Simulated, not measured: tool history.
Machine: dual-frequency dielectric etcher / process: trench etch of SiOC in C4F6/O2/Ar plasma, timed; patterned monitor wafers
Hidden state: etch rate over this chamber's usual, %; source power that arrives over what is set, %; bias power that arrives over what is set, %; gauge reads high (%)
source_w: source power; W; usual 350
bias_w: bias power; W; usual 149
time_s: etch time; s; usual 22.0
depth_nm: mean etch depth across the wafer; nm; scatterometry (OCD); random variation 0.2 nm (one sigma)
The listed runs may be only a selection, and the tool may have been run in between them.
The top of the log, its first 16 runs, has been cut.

run	day	source_w	bias_w	time_s	wafers since the last listed run	hours since the last wet clean	hours since the last source power generator calibration	hours since the last bias power generator calibration	hours since the last upper electrode change	hours since the gauge calibration	read-back reference wafer on the same gauge, depth_nm	depth_nm
17	15.621	350	175	22.0	272	115.2	4071.2	83.8	4619.5	300.5	38.96	41.64
# day 17.162: upper electrode replaced
18	17.183	350	167	22.0	230	152.7	4108.7	121.3	0.5	338.0	38.97	41.14
19	17.617	350	134	22.0	177	163.1	4119.1	131.7	10.9	348.4	38.97	38.47
20	18.367	350	149	22.0	306	181.1	4137.1	149.7	28.9	366.4	38.91	40.19
21	20.308	350	149	20.0	793	227.7	4183.7	196.3	75.5	413.0	38.74	36.38
22	20.862	350	149	22.0	226	241.0	4197.0	209.6	88.8	426.3	38.77	39.90
23	21.717	270	133	22.0	349	261.5	4217.5	230.1	109.3	446.8	38.66	33.08
24	22.833	420	159	22.0	456	288.3	4244.3	256.9	136.1	473.6	38.68	44.34
# day 23.646: source power generator calibrated
25	26.308	330	183	22.0	1352	371.7	63.9	340.3	219.5	557.0	38.45	39.90
26	27.612	350	149	20.0	533	403.0	95.2	371.6	250.8	588.3	38.37	35.84
27	28.571	260	160	22.0	391	426.0	118.2	394.6	273.8	611.3	38.35	33.75
28	29.571	290	129	25.0	408	450.0	142.2	418.6	297.8	635.3	38.22	38.31
29	30.208	310	125	19.5	260	465.3	157.5	433.9	313.1	650.6	38.27	31.10
30	30.992	270	149	22.0	320	484.1	176.3	452.7	331.9	669.4	38.18	33.88
31	32.321	350	136	20.5	543	516.0	208.2	484.6	363.8	701.3	38.11	36.08

What if the next run were any one of these 3? Each begins from the tool's condition after run 31:
A	32.338	350	149	22.0	6	516.4	208.6	485.0	364.2	701.7	?	?
B	32.338	350	149	18.0	6	516.4	208.6	485.0	364.2	701.7	?	?
C	32.338	350	135	22.0	6	516.4	208.6	485.0	364.2	701.7	?	?

run	read-back reference wafer on the same gauge, depth_nm	depth_nm
A	38.04	38.68
B	38.04	31.65
C	38.04	37.80
With no hidden state in the tool, these same runs would have given:
run	depth_nm
A	40.00
B	32.73
C	39.10
